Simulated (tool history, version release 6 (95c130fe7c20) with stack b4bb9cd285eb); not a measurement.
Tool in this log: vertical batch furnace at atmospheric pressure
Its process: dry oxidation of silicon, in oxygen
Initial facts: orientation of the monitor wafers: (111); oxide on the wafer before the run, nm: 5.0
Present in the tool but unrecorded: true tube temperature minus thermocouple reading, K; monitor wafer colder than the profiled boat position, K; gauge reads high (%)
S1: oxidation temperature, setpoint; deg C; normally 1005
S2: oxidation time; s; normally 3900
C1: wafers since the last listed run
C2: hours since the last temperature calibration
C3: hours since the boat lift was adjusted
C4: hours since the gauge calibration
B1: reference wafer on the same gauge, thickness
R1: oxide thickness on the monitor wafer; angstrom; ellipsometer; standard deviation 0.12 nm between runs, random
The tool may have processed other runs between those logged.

| run | hour | S1 | S2 | C1 | C2 | C3 | C4 | B1 | R1 |
|---|---|---|---|---|---|---|---|---|---|
| 1 | 0 | 1005 | 3900 | 0 | 1494.9 | 3258.1 | 178.1 | 90.18 | 819.6 |
| 2 | 11 | 1005 | 3390 | 164 | 1505.9 | 3269.1 | 189.1 | 90.22 | 748.9 |
|  | 13 | gauge calibrated |
| 3 | 25.1 | 1005 | 3390 | 210 | 1520 | 3283.2 | 12.1 | 90.2 | 750.5 |
| 4 | 40.6 | 1005 | 3900 | 231 | 1535.5 | 3298.7 | 27.6 | 90.21 | 820.2 |
| 5 | 50.2 | 1005 | 3900 | 143 | 1545.1 | 3308.3 | 37.2 | 90.21 | 818.6 |
| 6 | 67.4 | 1005 | 3900 | 256 | 1562.3 | 3325.5 | 54.4 | 90.2 | 819.7 |
| 7 | 78.7 | 1005 | 3900 | 168 | 1573.6 | 3336.8 | 65.7 | 90.19 | 821.2 |
| 8 | 90.2 | 1005 | 3900 | 171 | 1585.1 | 3348.3 | 77.2 | 90.22 | 821 |
| 9 | 128.3 | 1023 | 2490 | 568 | 1623.2 | 3386.4 | 115.3 | 90.22 | 699.3 |
| 10 | 149.5 | 1015 | 5400 | 316 | 1644.4 | 3407.6 | 136.5 | 90.22 | 1082.8 |
| 11 | 161.3 | 985 | 3900 | 175 | 1656.2 | 3419.4 | 148.3 | 90.19 | 706.5 |
|  | 169.3 | gauge calibrated |
| 12 | 180.7 | 1005 | 3900 | 289 | 1675.6 | 3438.8 | 11.4 | 90.22 | 820.1 |
|  | 221.4 | thermocouples replaced and temperature profile calibrated |
|  | 226.2 | boat lift adjusted |
| 13 | 226.7 | 985 | 3900 | 256 | 5.3 | 0.5 | 57.4 | 90.22 | 686 |
| 14 | 232.6 | 1025 | 4740 | 87 | 11.2 | 6.4 | 63.3 | 90.21 | 1036.3 |
| 15 | 238.5 | 1005 | 5850 | 87 | 17.1 | 12.3 | 69.2 | 90.19 | 1032.1 |
| 16 | 253.2 | 1019 | 4920 | 219 | 31.8 | 27 | 83.9 | 90.22 | 1019.7 |
| 17 | 317.9 | 1014 | 3060 | 964 | 96.5 | 91.7 | 148.6 | 90.21 | 728.1 |

Forecast each of these 4 alternatives for the next run:
| A | 323.9 | 1019 | 3900 | 89 | 102.5 | 97.7 | 154.6 | ? | ? |
| B | 323.9 | 1005 | 2940 | 89 | 102.5 | 97.7 | 154.6 | ? | ? |
| C | 323.9 | 996 | 2760 | 89 | 102.5 | 97.7 | 154.6 | ? | ? |
| D | 323.9 | 994 | 5580 | 89 | 102.5 | 97.7 | 154.6 | ? | ? |

| run | B1 | R1 |
|---|---|---|
| A | 90.21 | 882.2 |
| B | 90.21 | 664.2 |
| C | 90.21 | 595.2 |
| D | 90.21 | 927 |
The same runs, with their run-to-run variation unchanged, on a tool lacking any hidden condition would have given:
| run | R1 |
|---|---|
| A | 879.1 |
| B | 661.5 |
| C | 592.8 |
| D | 923.6 |

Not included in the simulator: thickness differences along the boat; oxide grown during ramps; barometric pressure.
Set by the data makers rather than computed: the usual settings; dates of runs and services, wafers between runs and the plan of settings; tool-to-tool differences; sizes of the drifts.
